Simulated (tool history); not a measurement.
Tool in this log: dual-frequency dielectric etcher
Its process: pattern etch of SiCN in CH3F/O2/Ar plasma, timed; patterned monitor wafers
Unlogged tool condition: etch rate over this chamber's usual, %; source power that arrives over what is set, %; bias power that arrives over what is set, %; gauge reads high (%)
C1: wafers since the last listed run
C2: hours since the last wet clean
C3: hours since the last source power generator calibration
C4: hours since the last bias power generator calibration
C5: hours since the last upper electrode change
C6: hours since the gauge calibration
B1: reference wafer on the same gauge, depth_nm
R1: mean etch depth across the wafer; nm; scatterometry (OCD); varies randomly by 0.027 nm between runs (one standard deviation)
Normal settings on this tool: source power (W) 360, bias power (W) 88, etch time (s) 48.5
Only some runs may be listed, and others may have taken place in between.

{"run": 1, "hour": 0.0, "source power (W)": 360, "bias power (W)": 83, "etch time (s)": 48.5, "C1": 0, "C2": 394.3, "C3": 2166.6, "C4": 4226.2, "C5": 2341.9, "C6": 273.6, "B1": 18.4, "R1": 17.72}
{"run": 2, "hour": 54.5, "source power (W)": 360, "bias power (W)": 83, "etch time (s)": 48.5, "C1": 574, "C2": 448.8, "C3": 2221.1, "C4": 4280.7, "C5": 2396.4, "C6": 328.1, "B1": 18.39, "R1": 17.72}
{"run": 3, "hour": 214.1, "source power (W)": 360, "bias power (W)": 83, "etch time (s)": 48.5, "C1": 1681, "C2": 608.4, "C3": 2380.7, "C4": 4440.3, "C5": 2556, "C6": 487.7, "B1": 18.4, "R1": 17.63}
{"hour": 262.7, "done": "wet clean of the chamber"}
{"run": 4, "hour": 263.2, "source power (W)": 420, "bias power (W)": 79, "etch time (s)": 48.5, "C1": 264, "C2": 0.5, "C3": 2429.8, "C4": 4489.4, "C5": 2605.1, "C6": 536.8, "B1": 18.4, "R1": 18.58}
{"run": 5, "hour": 283.4, "source power (W)": 360, "bias power (W)": 88, "etch time (s)": 43, "C1": 212, "C2": 20.7, "C3": 2450, "C4": 4509.6, "C5": 2625.3, "C6": 557, "B1": 18.41, "R1": 16.11}
{"hour": 320.5, "done": "bias power generator calibrated"}
{"run": 6, "hour": 327.7, "source power (W)": 410, "bias power (W)": 88, "etch time (s)": 48.5, "C1": 424, "C2": 65, "C3": 2494.3, "C4": 7.2, "C5": 2669.6, "C6": 601.3, "B1": 18.39, "R1": 18.9}
{"hour": 376.5, "done": "upper electrode replaced"}
{"run": 7, "hour": 380.7, "source power (W)": 410, "bias power (W)": 88, "etch time (s)": 48.5, "C1": 305, "C2": 118, "C3": 2547.3, "C4": 60.2, "C5": 4.2, "C6": 654.3, "B1": 18.41, "R1": 18.89}
{"run": 8, "hour": 409.0, "source power (W)": 410, "bias power (W)": 99, "etch time (s)": 35.5, "C1": 298, "C2": 146.3, "C3": 2575.6, "C4": 88.5, "C5": 32.5, "C6": 682.6, "B1": 18.41, "R1": 14.23}
{"run": 9, "hour": 448.8, "source power (W)": 360, "bias power (W)": 88, "etch time (s)": 48.5, "C1": 419, "C2": 186.1, "C3": 2615.4, "C4": 128.3, "C5": 72.3, "C6": 722.4, "B1": 18.4, "R1": 18.11}
{"hour": 456.0, "done": "source power generator calibrated"}
{"run": 10, "hour": 488.7, "source power (W)": 390, "bias power (W)": 110, "etch time (s)": 48.5, "C1": 378, "C2": 226, "C3": 32.7, "C4": 168.2, "C5": 112.2, "C6": 762.3, "B1": 18.39, "R1": 19.67}
{"run": 11, "hour": 557.2, "source power (W)": 420, "bias power (W)": 79, "etch time (s)": 48.5, "C1": 721, "C2": 294.5, "C3": 101.2, "C4": 236.7, "C5": 180.7, "C6": 830.8, "B1": 18.4, "R1": 18.49}
{"hour": 562.3, "done": "gauge calibrated"}
{"run": 12, "hour": 618.4, "source power (W)": 360, "bias power (W)": 88, "etch time (s)": 55, "C1": 644, "C2": 355.7, "C3": 162.4, "C4": 297.9, "C5": 241.9, "C6": 56.1, "B1": 18.41, "R1": 20.43}
{"run": 13, "hour": 681.4, "source power (W)": 360, "bias power (W)": 88, "etch time (s)": 38, "C1": 663, "C2": 418.7, "C3": 225.4, "C4": 360.9, "C5": 304.9, "C6": 119.1, "B1": 18.4, "R1": 14.08}
{"run": 14, "hour": 705.7, "source power (W)": 430, "bias power (W)": 88, "etch time (s)": 52, "C1": 256, "C2": 443, "C3": 249.7, "C4": 385.2, "C5": 329.2, "C6": 143.4, "B1": 18.4, "R1": 20.37}

What would each run have given without the hidden state, its run-to-run variation left as it was?
run=1 R1=17.92
run=2 R1=17.94
run=3 R1=17.93
run=4 R1=18.56
run=5 R1=16.1
run=6 R1=18.91
run=7 R1=18.93
run=8 R1=14.27
run=9 R1=18.18
run=10 R1=19.77
run=11 R1=18.62
run=12 R1=20.61
run=13 R1=14.23
run=14 R1=20.61
